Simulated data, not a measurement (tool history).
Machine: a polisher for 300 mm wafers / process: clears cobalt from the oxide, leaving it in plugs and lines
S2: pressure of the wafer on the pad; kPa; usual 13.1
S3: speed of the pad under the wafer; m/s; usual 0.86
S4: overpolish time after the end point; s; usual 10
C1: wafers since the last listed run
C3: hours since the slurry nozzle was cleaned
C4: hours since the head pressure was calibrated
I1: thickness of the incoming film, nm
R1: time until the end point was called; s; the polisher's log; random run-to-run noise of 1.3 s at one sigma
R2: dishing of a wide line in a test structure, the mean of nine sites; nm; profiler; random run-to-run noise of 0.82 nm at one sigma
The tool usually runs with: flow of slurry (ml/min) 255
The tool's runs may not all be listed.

{"run": 1, "day": 0.0, "flow of slurry (ml/min)": 255, "S2": 9.7, "S3": 0.86, "S4": 10, "C1": 0, "wafers polished on this pad": 2347, "C3": 282.6, "C4": 611.1, "I1": 355.3, "R1": 100.8, "R2": 27.7}
{"day": 1.021, "done": "worn pad replaced by a new one"}
{"run": 2, "day": 2.471, "flow of slurry (ml/min)": 255, "S2": 13.1, "S3": 0.86, "S4": 10, "C1": 328, "wafers polished on this pad": 206, "C3": 341.9, "C4": 670.4, "I1": 354.7, "R1": 77.1, "R2": 34.3}
{"run": 3, "day": 4.938, "flow of slurry (ml/min)": 255, "S2": 13.1, "S3": 0.86, "S4": 10, "C1": 351, "wafers polished on this pad": 558, "C3": 401.1, "C4": 729.6, "I1": 347.3, "R1": 75.7, "R2": 36.0}
{"run": 4, "day": 6.079, "flow of slurry (ml/min)": 255, "S2": 13.1, "S3": 0.86, "S4": 10, "C1": 162, "wafers polished on this pad": 720, "C3": 428.5, "C4": 757.0, "I1": 351.7, "R1": 75.3, "R2": 34.0}
{"run": 5, "day": 7.167, "flow of slurry (ml/min)": 255, "S2": 13.1, "S3": 0.86, "S4": 10, "C1": 155, "wafers polished on this pad": 875, "C3": 454.6, "C4": 783.1, "I1": 350.7, "R1": 76.2, "R2": 35.2}
{"run": 6, "day": 8.25, "flow of slurry (ml/min)": 255, "S2": 13.1, "S3": 0.86, "S4": 10, "C1": 154, "wafers polished on this pad": 1030, "C3": 480.6, "C4": 809.1, "I1": 352.4, "R1": 77.8, "R2": 33.7}
{"run": 7, "day": 9.542, "flow of slurry (ml/min)": 255, "S2": 13.1, "S3": 0.86, "S4": 10, "C1": 184, "wafers polished on this pad": 1214, "C3": 511.6, "C4": 840.1, "I1": 349.7, "R1": 77.5, "R2": 33.9}
{"day": 10.054, "done": "slurry nozzle cleaned"}
{"run": 8, "day": 11.45, "flow of slurry (ml/min)": 185, "S2": 13.1, "S3": 0.86, "S4": 10, "C1": 266, "wafers polished on this pad": 1480, "C3": 33.5, "C4": 885.9, "I1": 345.5, "R1": 78.1, "R2": 33.3}
{"day": 17.179, "done": "worn pad replaced by a new one"}
{"run": 9, "day": 19.704, "flow of slurry (ml/min)": 210, "S2": 9.7, "S3": 0.86, "S4": 10, "C1": 1152, "wafers polished on this pad": 359, "C3": 231.6, "C4": 1084.0, "I1": 355.1, "R1": 105.5, "R2": 26.1}
{"run": 10, "day": 22.192, "flow of slurry (ml/min)": 210, "S2": 9.7, "S3": 0.86, "S4": 10, "C1": 354, "wafers polished on this pad": 714, "C3": 291.3, "C4": 1143.7, "I1": 351.9, "R1": 107.4, "R2": 26.5}
{"run": 11, "day": 24.925, "flow of slurry (ml/min)": 210, "S2": 9.7, "S3": 0.86, "S4": 10, "C1": 389, "wafers polished on this pad": 1104, "C3": 356.9, "C4": 1209.3, "I1": 354.6, "R1": 106.3, "R2": 27.4}
{"day": 27.617, "done": "head pressure recalibrated"}
{"day": 29.029, "done": "slurry nozzle cleaned"}
{"run": 12, "day": 29.492, "flow of slurry (ml/min)": 255, "S2": 13.1, "S3": 0.86, "S4": 10, "C1": 633, "wafers polished on this pad": 1737, "C3": 11.1, "C4": 45.0, "I1": 350.7, "R1": 86.4, "R2": 31.3}
{"day": 31.7, "done": "worn pad replaced by a new one"}
{"run": 13, "day": 31.979, "flow of slurry (ml/min)": 255, "S2": 13.1, "S3": 0.86, "S4": 10, "C1": 330, "wafers polished on this pad": 39, "C3": 70.8, "C4": 104.7, "I1": 346.6, "R1": 83.4, "R2": 32.4}
{"run": 14, "day": 33.858, "flow of slurry (ml/min)": 295, "S2": 13.1, "S3": 0.86, "S4": 5, "C1": 267, "wafers polished on this pad": 307, "C3": 115.9, "C4": 149.8, "I1": 353.4, "R1": 84.5, "R2": 18.0}
{"run": 15, "day": 39.375, "flow of slurry (ml/min)": 295, "S2": 13.1, "S3": 0.86, "S4": 5, "C1": 786, "wafers polished on this pad": 1093, "C3": 248.3, "C4": 282.2, "I1": 355.6, "R1": 88.3, "R2": 17.7}
{"day": 40.529, "done": "head pressure recalibrated, repeated, since the last time left the tool worse"}
{"run": 16, "day": 41.875, "flow of slurry (ml/min)": 295, "S2": 13.1, "S3": 0.86, "S4": 5, "C1": 344, "wafers polished on this pad": 1438, "C3": 308.3, "C4": 32.3, "I1": 356.7, "R1": 74.0, "R2": 19.8}
{"run": 17, "day": 42.912, "flow of slurry (ml/min)": 255, "S2": 13.1, "S3": 0.86, "S4": 10, "C1": 147, "wafers polished on this pad": 1586, "C3": 333.2, "C4": 57.2, "I1": 353.4, "R1": 74.5, "R2": 35.4}
{"run": 18, "day": 44.138, "flow of slurry (ml/min)": 185, "S2": 13.1, "S3": 0.86, "S4": 10, "C1": 174, "wafers polished on this pad": 1760, "C3": 362.6, "C4": 86.6, "I1": 350.8, "R1": 76.3, "R2": 36.1}
{"day": 44.829, "done": "worn pad replaced by a new one"}
{"run": 19, "day": 46.617, "flow of slurry (ml/min)": 255, "S2": 13.1, "S3": 0.86, "S4": 10, "C1": 329, "wafers polished on this pad": 255, "C3": 422.1, "C4": 146.1, "I1": 354.7, "R1": 74.3, "R2": 35.5}

Run 20 is up next; what results do you expect?
{"run": 20, "day": 48.85, "flow of slurry (ml/min)": 255, "S2": 15.2, "S3": 0.72, "S4": 15, "C1": 318, "wafers polished on this pad": 573, "C3": 475.7, "C4": 199.7, "I1": 353.8, "R1": "?", "R2": "?"}

{"run 20": {"R1": 71.6, "R2": 50.1}}
Had the tool carried no hidden state, the very same run would have given R1 70.5 s, R2 50.6 nm.
